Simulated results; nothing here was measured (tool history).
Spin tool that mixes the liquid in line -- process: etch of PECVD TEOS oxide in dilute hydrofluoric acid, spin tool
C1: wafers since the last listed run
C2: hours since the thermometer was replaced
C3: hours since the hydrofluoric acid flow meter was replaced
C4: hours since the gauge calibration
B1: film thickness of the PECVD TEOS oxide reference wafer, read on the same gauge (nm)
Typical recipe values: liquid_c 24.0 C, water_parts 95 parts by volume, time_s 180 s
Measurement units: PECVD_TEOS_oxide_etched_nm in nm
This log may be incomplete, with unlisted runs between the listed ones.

run 1 day=0.000 | liquid_c=24.0 water_parts=95 time_s=180 | C1=0 C2=836.2 C3=415.8 C4=539.0 | B1=110.00 | PECVD_TEOS_oxide_etched_nm=31.91
run 2 day=2.462 | liquid_c=24.0 water_parts=95 time_s=180 | C1=515 C2=895.3 C3=474.9 C4=598.1 | B1=109.98 | PECVD_TEOS_oxide_etched_nm=31.54
run 3 day=4.025 | liquid_c=24.0 water_parts=95 time_s=180 | C1=326 C2=932.8 C3=512.4 C4=635.6 | B1=109.98 | PECVD_TEOS_oxide_etched_nm=31.17
run 4 day=6.721 | liquid_c=24.0 water_parts=95 time_s=180 | C1=564 C2=997.5 C3=577.1 C4=700.3 | B1=110.01 | PECVD_TEOS_oxide_etched_nm=31.57
run 5 day=8.638 | liquid_c=24.0 water_parts=95 time_s=180 | C1=401 C2=1043.5 C3=623.1 C4=746.3 | B1=110.00 | PECVD_TEOS_oxide_etched_nm=31.29
run 6 day=9.962 | liquid_c=24.0 water_parts=60 time_s=140 | C1=277 C2=1075.3 C3=654.9 C4=778.1 | B1=110.01 | PECVD_TEOS_oxide_etched_nm=40.38
run 7 day=11.312 | liquid_c=24.0 water_parts=125 time_s=180 | C1=282 C2=1107.7 C3=687.3 C4=810.5 | B1=110.00 | PECVD_TEOS_oxide_etched_nm=22.70
run 8 day=13.321 | liquid_c=24.0 water_parts=125 time_s=180 | C1=420 C2=1155.9 C3=735.5 C4=858.7 | B1=109.98 | PECVD_TEOS_oxide_etched_nm=22.46
-- day=15.975 gauge calibrated
run 9 day=16.150 | liquid_c=24.0 water_parts=125 time_s=265 | C1=592 C2=1223.8 C3=803.4 C4=4.2 | B1=110.02 | PECVD_TEOS_oxide_etched_nm=33.14
run 10 day=18.417 | liquid_c=24.0 water_parts=125 time_s=265 | C1=474 C2=1278.2 C3=857.8 C4=58.6 | B1=110.02 | PECVD_TEOS_oxide_etched_nm=32.89
run 11 day=19.579 | liquid_c=24.0 water_parts=95 time_s=180 | C1=243 C2=1306.1 C3=885.7 C4=86.5 | B1=110.04 | PECVD_TEOS_oxide_etched_nm=30.94
run 12 day=21.033 | liquid_c=24.0 water_parts=95 time_s=180 | C1=304 C2=1341.0 C3=920.6 C4=121.4 | B1=110.02 | PECVD_TEOS_oxide_etched_nm=30.89
run 13 day=22.658 | liquid_c=24.0 water_parts=95 time_s=180 | C1=340 C2=1380.0 C3=959.6 C4=160.4 | B1=109.99 | PECVD_TEOS_oxide_etched_nm=31.08
-- day=23.646 hydrofluoric acid flow meter replaced
run 14 day=24.296 | liquid_c=24.0 water_parts=95 time_s=180 | C1=333 C2=1419.3 C3=15.6 C4=199.7 | B1=109.99 | PECVD_TEOS_oxide_etched_nm=30.10
run 15 day=26.562 | liquid_c=24.0 water_parts=110 time_s=140 | C1=474 C2=1473.7 C3=70.0 C4=254.1 | B1=110.00 | PECVD_TEOS_oxide_etched_nm=19.86
run 16 day=28.971 | liquid_c=24.0 water_parts=75 time_s=120 | C1=503 C2=1531.5 C3=127.8 C4=311.9 | B1=110.01 | PECVD_TEOS_oxide_etched_nm=25.60
run 17 day=30.558 | liquid_c=24.0 water_parts=135 time_s=250 | C1=332 C2=1569.6 C3=165.9 C4=350.0 | B1=109.98 | PECVD_TEOS_oxide_etched_nm=28.26
run 18 day=32.342 | liquid_c=24.0 water_parts=120 time_s=180 | C1=373 C2=1612.4 C3=208.7 C4=392.8 | B1=110.00 | PECVD_TEOS_oxide_etched_nm=22.83
run 19 day=34.312 | liquid_c=28.5 water_parts=95 time_s=180 | C1=412 C2=1659.7 C3=256.0 C4=440.1 | B1=109.99 | PECVD_TEOS_oxide_etched_nm=35.86
-- day=34.654 thermometer replaced
run 20 day=36.721 | liquid_c=24.0 water_parts=95 time_s=180 | C1=495 C2=49.6 C3=313.8 C4=497.9 | B1=109.99 | PECVD_TEOS_oxide_etched_nm=32.17
run 21 day=38.892 | liquid_c=24.0 water_parts=65 time_s=100 | C1=454 C2=101.7 C3=365.9 C4=550.0 | B1=110.03 | PECVD_TEOS_oxide_etched_nm=27.50
run 22 day=40.288 | liquid_c=24.0 water_parts=115 time_s=140 | C1=292 C2=135.2 C3=399.4 C4=583.5 | B1=109.98 | PECVD_TEOS_oxide_etched_nm=20.22
run 23 day=44.708 | liquid_c=20.0 water_parts=45 time_s=140 | C1=925 C2=241.3 C3=505.5 C4=689.6 | B1=110.04 | PECVD_TEOS_oxide_etched_nm=48.26
run 24 day=45.933 | liquid_c=27.0 water_parts=55 time_s=180 | C1=256 C2=270.7 C3=534.9 C4=719.0 | B1=110.01 | PECVD_TEOS_oxide_etched_nm=66.37
run 25 day=47.296 | liquid_c=24.0 water_parts=140 time_s=180 | C1=285 C2=303.4 C3=567.6 C4=751.7 | B1=109.99 | PECVD_TEOS_oxide_etched_nm=21.08

Predict each of these 5 candidate next runs independently; none follows another, all start after run 25:
run A day=47.317 | liquid_c=24.0 water_parts=95 time_s=180 | C1=4 C2=303.9 C3=568.1 C4=752.2 | B1=? | PECVD_TEOS_oxide_etched_nm=?
run B day=47.317 | liquid_c=24.0 water_parts=60 time_s=180 | C1=4 C2=303.9 C3=568.1 C4=752.2 | B1=? | PECVD_TEOS_oxide_etched_nm=?
run C day=47.317 | liquid_c=25.5 water_parts=65 time_s=260 | C1=4 C2=303.9 C3=568.1 C4=752.2 | B1=? | PECVD_TEOS_oxide_etched_nm=?
run D day=47.317 | liquid_c=26.0 water_parts=70 time_s=180 | C1=4 C2=303.9 C3=568.1 C4=752.2 | B1=? | PECVD_TEOS_oxide_etched_nm=?
run E day=47.317 | liquid_c=26.5 water_parts=70 time_s=180 | C1=4 C2=303.9 C3=568.1 C4=752.2 | B1=? | PECVD_TEOS_oxide_etched_nm=?

run=A B1=110.00 PECVD_TEOS_oxide_etched_nm=32.00
run=B B1=110.00 PECVD_TEOS_oxide_etched_nm=52.88
run=C B1=110.00 PECVD_TEOS_oxide_etched_nm=74.50
run=D B1=110.00 PECVD_TEOS_oxide_etched_nm=48.55
run=E B1=110.00 PECVD_TEOS_oxide_etched_nm=49.53
What these runs would have given with no unlogged condition in the tool:
run=A PECVD_TEOS_oxide_etched_nm=32.31
run=B PECVD_TEOS_oxide_etched_nm=53.48
run=C PECVD_TEOS_oxide_etched_nm=75.28
run=D PECVD_TEOS_oxide_etched_nm=49.04
run=E PECVD_TEOS_oxide_etched_nm=50.02
